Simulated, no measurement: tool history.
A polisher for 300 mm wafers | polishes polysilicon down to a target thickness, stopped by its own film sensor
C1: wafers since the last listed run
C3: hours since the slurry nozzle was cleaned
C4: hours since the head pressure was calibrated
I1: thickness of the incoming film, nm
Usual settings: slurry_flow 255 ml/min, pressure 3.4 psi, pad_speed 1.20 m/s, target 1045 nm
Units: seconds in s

{"run": 1, "day": 0.0, "slurry_flow": 255, "pressure": 3.4, "pad_speed": 1.2, "target": 1045, "C1": 0, "wafers polished on this pad": 493, "C3": 290.8, "C4": 768.1, "I1": 1895.6, "seconds": 87.8}
{"run": 2, "day": 0.621, "slurry_flow": 255, "pressure": 3.4, "pad_speed": 1.2, "target": 1045, "C1": 130, "wafers polished on this pad": 623, "C3": 305.7, "C4": 783.0, "I1": 1906.1, "seconds": 93.9}
{"run": 3, "day": 1.175, "slurry_flow": 255, "pressure": 3.4, "pad_speed": 1.2, "target": 1045, "C1": 116, "wafers polished on this pad": 739, "C3": 319.0, "C4": 796.3, "I1": 1897.2, "seconds": 91.7}
{"run": 4, "day": 1.754, "slurry_flow": 255, "pressure": 3.4, "pad_speed": 1.2, "target": 1045, "C1": 121, "wafers polished on this pad": 861, "C3": 332.9, "C4": 810.2, "I1": 1905.9, "seconds": 92.5}
{"run": 5, "day": 2.021, "slurry_flow": 255, "pressure": 3.4, "pad_speed": 1.2, "target": 1045, "C1": 55, "wafers polished on this pad": 917, "C3": 339.3, "C4": 816.6, "I1": 1888.5, "seconds": 88.8}
{"run": 6, "day": 2.275, "slurry_flow": 255, "pressure": 3.4, "pad_speed": 1.2, "target": 1045, "C1": 53, "wafers polished on this pad": 970, "C3": 345.4, "C4": 822.7, "I1": 1888.9, "seconds": 90.5}
{"run": 7, "day": 2.746, "slurry_flow": 255, "pressure": 3.4, "pad_speed": 1.2, "target": 1045, "C1": 98, "wafers polished on this pad": 1069, "C3": 356.7, "C4": 834.0, "I1": 1838.7, "seconds": 85.7}
{"day": 3.704, "done": "worn pad replaced by a new one"}
{"run": 8, "day": 3.812, "slurry_flow": 255, "pressure": 3.4, "pad_speed": 1.2, "target": 1045, "C1": 188, "wafers polished on this pad": 22, "C3": 382.3, "C4": 859.6, "I1": 1898.2, "seconds": 100.7}
{"run": 9, "day": 4.521, "slurry_flow": 255, "pressure": 3.4, "pad_speed": 1.42, "target": 1045, "C1": 148, "wafers polished on this pad": 170, "C3": 399.3, "C4": 876.6, "I1": 1860.4, "seconds": 81.9}
{"run": 10, "day": 5.129, "slurry_flow": 255, "pressure": 3.4, "pad_speed": 1.42, "target": 1045, "C1": 127, "wafers polished on this pad": 298, "C3": 413.9, "C4": 891.2, "I1": 1897.3, "seconds": 86.6}
{"day": 5.75, "done": "worn pad replaced by a new one, repeated, since the last time left the tool worse"}
{"day": 6.362, "done": "slurry nozzle cleaned"}
{"run": 11, "day": 6.917, "slurry_flow": 255, "pressure": 3.4, "pad_speed": 1.42, "target": 1045, "C1": 330, "wafers polished on this pad": 235, "C3": 13.3, "C4": 934.1, "I1": 1870.3, "seconds": 75.3}
{"run": 12, "day": 7.383, "slurry_flow": 255, "pressure": 3.4, "pad_speed": 1.2, "target": 1045, "C1": 97, "wafers polished on this pad": 333, "C3": 24.5, "C4": 945.3, "I1": 1849.8, "seconds": 85.5}
{"day": 7.604, "done": "head pressure recalibrated"}
{"run": 13, "day": 7.688, "slurry_flow": 255, "pressure": 3.4, "pad_speed": 1.2, "target": 1186, "C1": 46, "wafers polished on this pad": 379, "C3": 31.8, "C4": 2.0, "I1": 1895.8, "seconds": 74.8}
{"run": 14, "day": 7.996, "slurry_flow": 325, "pressure": 3.4, "pad_speed": 1.4, "target": 919, "C1": 64, "wafers polished on this pad": 444, "C3": 39.2, "C4": 9.4, "I1": 1882.2, "seconds": 83.8}
{"run": 15, "day": 8.371, "slurry_flow": 255, "pressure": 3.4, "pad_speed": 1.2, "target": 1276, "C1": 78, "wafers polished on this pad": 523, "C3": 48.2, "C4": 18.4, "I1": 1871.4, "seconds": 61.8}
{"run": 16, "day": 9.112, "slurry_flow": 255, "pressure": 3.4, "pad_speed": 1.2, "target": 1045, "C1": 155, "wafers polished on this pad": 678, "C3": 66.0, "C4": 36.2, "I1": 1875.3, "seconds": 87.8}
{"run": 17, "day": 9.525, "slurry_flow": 255, "pressure": 3.4, "pad_speed": 1.2, "target": 1045, "C1": 86, "wafers polished on this pad": 764, "C3": 75.9, "C4": 46.1, "I1": 1886.7, "seconds": 90.8}
{"run": 18, "day": 10.062, "slurry_flow": 300, "pressure": 3.4, "pad_speed": 1.5, "target": 1286, "C1": 112, "wafers polished on this pad": 877, "C3": 88.8, "C4": 59.0, "I1": 1862.3, "seconds": 50.1}
{"day": 10.871, "done": "worn pad replaced by a new one"}
{"run": 19, "day": 12.021, "slurry_flow": 255, "pressure": 4.0, "pad_speed": 1.2, "target": 1045, "C1": 375, "wafers polished on this pad": 240, "C3": 135.8, "C4": 106.0, "I1": 1882.1, "seconds": 74.2}
{"run": 20, "day": 12.738, "slurry_flow": 255, "pressure": 2.9, "pad_speed": 1.4, "target": 1045, "C1": 150, "wafers polished on this pad": 390, "C3": 153.0, "C4": 123.2, "I1": 1867.2, "seconds": 84.0}
{"run": 21, "day": 13.038, "slurry_flow": 170, "pressure": 3.4, "pad_speed": 0.94, "target": 1045, "C1": 62, "wafers polished on this pad": 453, "C3": 160.2, "C4": 130.4, "I1": 1884.9, "seconds": 115.9}
{"run": 22, "day": 13.371, "slurry_flow": 255, "pressure": 3.4, "pad_speed": 1.42, "target": 1045, "C1": 69, "wafers polished on this pad": 523, "C3": 168.2, "C4": 138.4, "I1": 1871.2, "seconds": 72.8}
{"run": 23, "day": 13.883, "slurry_flow": 255, "pressure": 3.4, "pad_speed": 1.2, "target": 1045, "C1": 107, "wafers polished on this pad": 630, "C3": 180.5, "C4": 150.7, "I1": 1901.4, "seconds": 90.9}

Forecast each of these 3 alternatives for the next run:
{"run": "A", "day": 13.9, "slurry_flow": 255, "pressure": 3.4, "pad_speed": 1.2, "target": 1312, "C1": 3, "wafers polished on this pad": 634, "C3": 180.9, "C4": 151.1, "I1": 1866.6, "seconds": "?"}
{"run": "B", "day": 13.9, "slurry_flow": 185, "pressure": 3.4, "pad_speed": 1.58, "target": 1045, "C1": 3, "wafers polished on this pad": 634, "C3": 180.9, "C4": 151.1, "I1": 1866.6, "seconds": "?"}
{"run": "C", "day": 13.9, "slurry_flow": 255, "pressure": 2.5, "pad_speed": 1.36, "target": 1201, "C1": 3, "wafers polished on this pad": 634, "C3": 180.9, "C4": 151.1, "I1": 1866.6, "seconds": "?"}

run=A seconds=56.9
run=B seconds=66.2
run=C seconds=77.4
Without the tool's hidden state the same runs would have given:
run=A seconds=54.5
run=B seconds=63.5
run=C seconds=74.3
